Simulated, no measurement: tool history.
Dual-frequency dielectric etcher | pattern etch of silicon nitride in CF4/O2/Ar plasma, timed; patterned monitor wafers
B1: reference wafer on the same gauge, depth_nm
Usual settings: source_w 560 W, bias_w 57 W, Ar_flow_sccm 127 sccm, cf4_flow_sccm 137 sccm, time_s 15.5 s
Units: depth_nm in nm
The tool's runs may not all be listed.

Run 1, hour 0: usual settings; B1 34.11. Result: depth_nm 35.35 nm.
Run 2, hour 95.6: usual settings; B1 34.1. Result: depth_nm 35.45 nm.
Run 3, hour 319.2: usual settings; B1 34.07. Result: depth_nm 34.92 nm.
Run 4, hour 363.4: usual settings; B1 34.1. Result: depth_nm 34.99 nm.
At hour 451.6: source power generator calibrated.
Run 5, hour 460.3: usual settings; B1 34.1. Result: depth_nm 35 nm.
At hour 526.6: gauge calibrated.
Run 6, hour 528.5: usual settings; B1 34.11. Result: depth_nm 34.78 nm.
Run 7, hour 565.1: usual settings; B1 34.09. Result: depth_nm 34.69 nm.
At hour 653.3: wet clean of the chamber.
Run 8, hour 653.8: usual settings but bias_w 69 W, Ar_flow_sccm 151 sccm, cf4_flow_sccm 170 sccm, time_s 12 s; B1 34.07. Result: depth_nm 31.55 nm.
Run 9, hour 706.3: usual settings but bias_w 48 W, time_s 19 s; B1 34.09. Result: depth_nm 39.71 nm.
At hour 718.8: CF4 flow controller replaced.
At hour 719.2: bias power generator calibrated.
Run 10, hour 766.3: usual settings but source_w 640 W, bias_w 62 W; B1 34.12. Result: depth_nm 38.88 nm.
At hour 785.5: Ar flow controller replaced.
Run 11, hour 843.7: usual settings; B1 34.14. Result: depth_nm 34.42 nm.
Run 12, hour 883.6: usual settings but bias_w 69 W; B1 34.08. Result: depth_nm 38.5 nm.
At hour 911.1: upper electrode replaced.
Run 13, hour 964: usual settings but source_w 480 W, cf4_flow_sccm 128 sccm; B1 34.12. Result: depth_nm 31.64 nm.
Run 14, hour 1067.3: usual settings but source_w 500 W, cf4_flow_sccm 146 sccm; B1 34.08. Result: depth_nm 32.53 nm.
Run 15, hour 1172: usual settings; B1 34.08. Result: depth_nm 33.77 nm.

Measured less the same run without the tool's hidden state. The same run-to-run variation is in both; the gauge's scatter may not be:
The hidden state here: etch rate over this chamber's usual, %; source power that arrives over what is set, %; bias power that arrives over what is set, %; Ar flow that arrives over what is set, %; CF4 flow that arrives over what is set, %; gauge reads high (%).
run  depth_nm
  1     +0.55
  2     +0.43
  3     +0.15
  4      +0.1
  5        +0
  6     -0.08
  7     -0.12
  8     +0.99
  9     +1.05
 10     -0.35
 11     -0.46
 12      -0.6
 13     -0.63
 14     -0.84
 15     -1.07

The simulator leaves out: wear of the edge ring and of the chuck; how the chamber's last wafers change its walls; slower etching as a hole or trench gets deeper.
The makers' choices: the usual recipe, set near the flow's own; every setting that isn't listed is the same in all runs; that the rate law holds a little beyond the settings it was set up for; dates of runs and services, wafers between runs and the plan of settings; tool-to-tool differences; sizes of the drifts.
